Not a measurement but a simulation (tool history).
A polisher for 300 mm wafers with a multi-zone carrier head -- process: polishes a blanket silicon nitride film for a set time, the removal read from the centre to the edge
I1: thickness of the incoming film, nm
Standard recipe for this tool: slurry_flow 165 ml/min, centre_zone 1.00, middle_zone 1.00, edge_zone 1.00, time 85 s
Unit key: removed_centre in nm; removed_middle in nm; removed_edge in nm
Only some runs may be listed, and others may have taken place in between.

Run 1, hour 0.0: usual settings but centre_zone 1.07; I1 852.3. Result: removed_centre 193.3 nm, removed_middle 177.7 nm, removed_edge 174.5 nm.
Run 2, hour 61.5: usual settings but centre_zone 1.07; I1 858.4. Result: removed_centre 187.3 nm, removed_middle 170.3 nm, removed_edge 167.7 nm.
Run 3, hour 89.2: usual settings but centre_zone 1.07; I1 838.7. Result: removed_centre 185.6 nm, removed_middle 171.2 nm, removed_edge 165.8 nm.
At hour 138.1: worn pad replaced by a new one.
Run 4, hour 217.9: usual settings but middle_zone 0.97; I1 849.4. Result: removed_centre 181.0 nm, removed_middle 174.4 nm, removed_edge 175.3 nm.
At hour 279.0: centre zone pressure recalibrated.
Run 5, hour 279.5: usual settings but middle_zone 0.97; I1 850.7. Result: removed_centre 181.1 nm, removed_middle 175.7 nm, removed_edge 173.2 nm.
Run 6, hour 315.8: usual settings but middle_zone 0.97; I1 862.2. Result: removed_centre 177.3 nm, removed_middle 170.4 nm, removed_edge 169.9 nm.
At hour 323.4: slurry nozzle cleaned.
At hour 356.1: worn pad replaced by a new one.
Run 7, hour 356.6: usual settings; I1 840.5. Result: removed_centre 186.9 nm, removed_middle 185.8 nm, removed_edge 179.5 nm.
Run 8, hour 396.7: usual settings but slurry_flow 190 ml/min; I1 835.0. Result: removed_centre 189.4 nm, removed_middle 188.0 nm, removed_edge 180.0 nm.
Run 9, hour 450.4: usual settings; I1 836.0. Result: removed_centre 182.4 nm, removed_middle 177.6 nm, removed_edge 176.7 nm.
Run 10, hour 474.9: usual settings but middle_zone 1.07, time 98 s; I1 830.0. Result: removed_centre 209.0 nm, removed_middle 217.1 nm, removed_edge 201.2 nm.
At hour 487.5: carrier head's membrane replaced by a new one.
Run 11, hour 532.4: usual settings but slurry_flow 205 ml/min, middle_zone 1.05, edge_zone 0.95, time 61 s; I1 842.4. Result: removed_centre 131.8 nm, removed_middle 135.4 nm, removed_edge 122.4 nm.
Run 12, hour 570.2: usual settings but slurry_flow 120 ml/min, middle_zone 1.10, edge_zone 0.91; I1 867.4. Result: removed_centre 164.3 nm, removed_middle 178.8 nm, removed_edge 157.0 nm.
Run 13, hour 625.0: usual settings; I1 843.6. Result: removed_centre 168.4 nm, removed_middle 163.4 nm, removed_edge 162.4 nm.
At hour 632.2: worn pad replaced by a new one.
At hour 644.2: edge zone pressure recalibrated.
Run 14, hour 658.2: usual settings but slurry_flow 115 ml/min; I1 866.6. Result: removed_centre 179.8 nm, removed_middle 175.5 nm, removed_edge 173.3 nm.
Run 15, hour 690.6: usual settings but centre_zone 0.96, middle_zone 0.95, edge_zone 0.97, time 70 s; I1 839.2. Result: removed_centre 144.9 nm, removed_middle 145.5 nm, removed_edge 142.6 nm.
At hour 744.2: centre zone pressure recalibrated.
Run 16, hour 749.9: usual settings but centre_zone 0.90, middle_zone 1.11; I1 847.8. Result: removed_centre 163.3 nm, removed_middle 198.0 nm, removed_edge 174.5 nm.
At hour 753.6: slurry nozzle cleaned.
Run 17, hour 791.2: usual settings but centre_zone 1.04, middle_zone 0.94; I1 858.9. Result: removed_centre 185.1 nm, removed_middle 166.4 nm, removed_edge 171.6 nm.
Run 18, hour 842.3: usual settings but edge_zone 1.08; I1 853.3. Result: removed_centre 175.8 nm, removed_middle 170.4 nm, removed_edge 174.0 nm.
Run 19, hour 902.6: usual settings; I1 854.1. Result: removed_centre 169.3 nm, removed_middle 162.1 nm, removed_edge 159.1 nm.
At hour 911.7: worn pad replaced by a new one.
Run 20, hour 949.5: usual settings but slurry_flow 110 ml/min, edge_zone 0.93; I1 861.6. Result: removed_centre 171.1 nm, removed_middle 176.9 nm, removed_edge 167.0 nm.
Run 21, hour 973.7: usual settings; I1 863.8. Result: removed_centre 185.1 nm, removed_middle 181.2 nm, removed_edge 178.6 nm.

Forecast each of these 5 alternatives for the next run:
Run A, hour 974.1: usual settings; I1 867.6. Result: removed_centre ?, removed_middle ?, removed_edge ?.
Run B, hour 974.1: usual settings but centre_zone 1.10; I1 867.6. Result: removed_centre ?, removed_middle ?, removed_edge ?.
Run C, hour 974.1: usual settings but middle_zone 1.09, time 56 s; I1 867.6. Result: removed_centre ?, removed_middle ?, removed_edge ?.
Run D, hour 974.1: usual settings but centre_zone 1.06, edge_zone 0.88, time 107 s; I1 867.6. Result: removed_centre ?, removed_middle ?, removed_edge ?.
Run E, hour 974.1: usual settings but slurry_flow 105 ml/min, centre_zone 0.93, time 73 s; I1 867.6. Result: removed_centre ?, removed_middle ?, removed_edge ?.

run  removed_centre  removed_middle  removed_edge
  A           183.4           184.5         173.2
  B           201.9           184.4         173.2
  C           120.9           130.8         114.0
  D           244.8           232.2         205.9
  E           138.6           151.0         143.7
With no hidden state in the tool, these same runs would have given:
run  removed_centre  removed_middle  removed_edge
  A           185.2           186.3         174.9
  B           203.8           186.2         174.9
  C           122.1           132.0         115.1
  D           247.2           234.4         208.0
  E           140.0           152.5         145.1
